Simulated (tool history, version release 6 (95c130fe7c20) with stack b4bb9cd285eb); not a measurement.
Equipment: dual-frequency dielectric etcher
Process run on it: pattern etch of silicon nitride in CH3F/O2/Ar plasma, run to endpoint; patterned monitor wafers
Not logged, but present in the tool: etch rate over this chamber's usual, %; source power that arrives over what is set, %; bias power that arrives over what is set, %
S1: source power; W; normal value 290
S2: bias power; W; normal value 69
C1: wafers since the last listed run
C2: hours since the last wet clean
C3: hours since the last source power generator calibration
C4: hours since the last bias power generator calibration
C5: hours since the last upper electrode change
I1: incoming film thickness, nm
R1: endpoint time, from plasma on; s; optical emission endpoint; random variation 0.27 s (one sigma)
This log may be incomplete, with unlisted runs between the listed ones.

Run 1, day 0.000: usual settings; C1 0; C2 575.0; C3 1195.5; C4 1874.1; C5 1727.7; I1 55.8. Result: R1 87.5 s.
Run 2, day 1.608: usual settings but S1 260 W; C1 292; C2 613.6; C3 1234.1; C4 1912.7; C5 1766.3; I1 55.1. Result: R1 89.7 s.
At day 3.229: wet clean of the chamber.
Run 3, day 3.488: usual settings but S1 260 W; C1 159; C2 6.2; C3 1279.2; C4 1957.8; C5 1811.4; I1 56.2. Result: R1 93.1 s.
Run 4, day 7.354: usual settings; C1 703; C2 99.0; C3 1372.0; C4 2050.6; C5 1904.2; I1 55.7. Result: R1 88.1 s.
Run 5, day 9.567: usual settings; C1 402; C2 152.1; C3 1425.1; C4 2103.7; C5 1957.3; I1 55.8. Result: R1 88.4 s.
Run 6, day 12.938: usual settings; C1 613; C2 233.0; C3 1506.0; C4 2184.6; C5 2038.2; I1 55.8. Result: R1 88.0 s.
Run 7, day 15.321: usual settings but S2 64 W; C1 433; C2 290.2; C3 1563.2; C4 2241.8; C5 2095.4; I1 55.4. Result: R1 89.5 s.
Run 8, day 17.517: usual settings but S2 64 W; C1 399; C2 342.9; C3 1615.9; C4 2294.5; C5 2148.1; I1 55.6. Result: R1 88.9 s.
At day 20.067: source power generator calibrated.
Run 9, day 23.496: usual settings but S1 250 W, S2 84 W; C1 1057; C2 486.4; C3 82.3; C4 2438.0; C5 2291.6; I1 55.8. Result: R1 87.9 s.
At day 29.746: wet clean of the chamber.
Run 10, day 31.450: usual settings; C1 1265; C2 40.9; C3 273.2; C4 2628.9; C5 2482.5; I1 56.0. Result: R1 90.3 s.
At day 33.238: bias power generator calibrated.
Run 11, day 33.704: usual settings but S1 350 W, S2 82 W; C1 379; C2 95.0; C3 327.3; C4 11.2; C5 2536.6; I1 55.1. Result: R1 77.4 s.
At day 35.738: upper electrode replaced.
Run 12, day 36.033: usual settings but S1 230 W, S2 77 W; C1 241; C2 150.9; C3 383.2; C4 67.1; C5 7.1; I1 56.0. Result: R1 94.8 s.
Run 13, day 38.421: usual settings but S2 85 W; C1 434; C2 208.2; C3 440.5; C4 124.4; C5 64.4; I1 55.2. Result: R1 82.3 s.
Run 14, day 40.267: usual settings; C1 335; C2 252.5; C3 484.8; C4 168.7; C5 108.7; I1 55.3. Result: R1 87.9 s.
Run 15, day 46.871: usual settings; C1 1201; C2 411.0; C3 643.3; C4 327.2; C5 267.2; I1 56.3. Result: R1 89.0 s.
Run 16, day 50.967: usual settings but S1 340 W, S2 64 W; C1 745; C2 509.3; C3 741.6; C4 425.5; C5 365.5; I1 55.5. Result: R1 83.9 s.
At day 54.596: wet clean of the chamber.
Run 17, day 54.617: usual settings but S1 340 W, S2 75 W; C1 482; C2 0.5; C3 829.2; C4 513.1; C5 453.1; I1 54.9. Result: R1 80.6 s.

Some steps in R1, run to run, broken into two amounts with sign: the step expected even without the hidden condition (settings, incoming material, random variation), and the rest, left for the hidden condition together with whatever gauge scatter is not in both the measured and the hidden-condition-free result:
Run 2 -> 3: wet clean of the chamber. R1 +3.4 s: hidden state +1.4, all else +2.0.
Run 11 -> 12: S1 350 -> 230, S2 82 -> 77, upper electrode replaced. R1 +17.4 s: hidden state -0.3, all else +17.7.

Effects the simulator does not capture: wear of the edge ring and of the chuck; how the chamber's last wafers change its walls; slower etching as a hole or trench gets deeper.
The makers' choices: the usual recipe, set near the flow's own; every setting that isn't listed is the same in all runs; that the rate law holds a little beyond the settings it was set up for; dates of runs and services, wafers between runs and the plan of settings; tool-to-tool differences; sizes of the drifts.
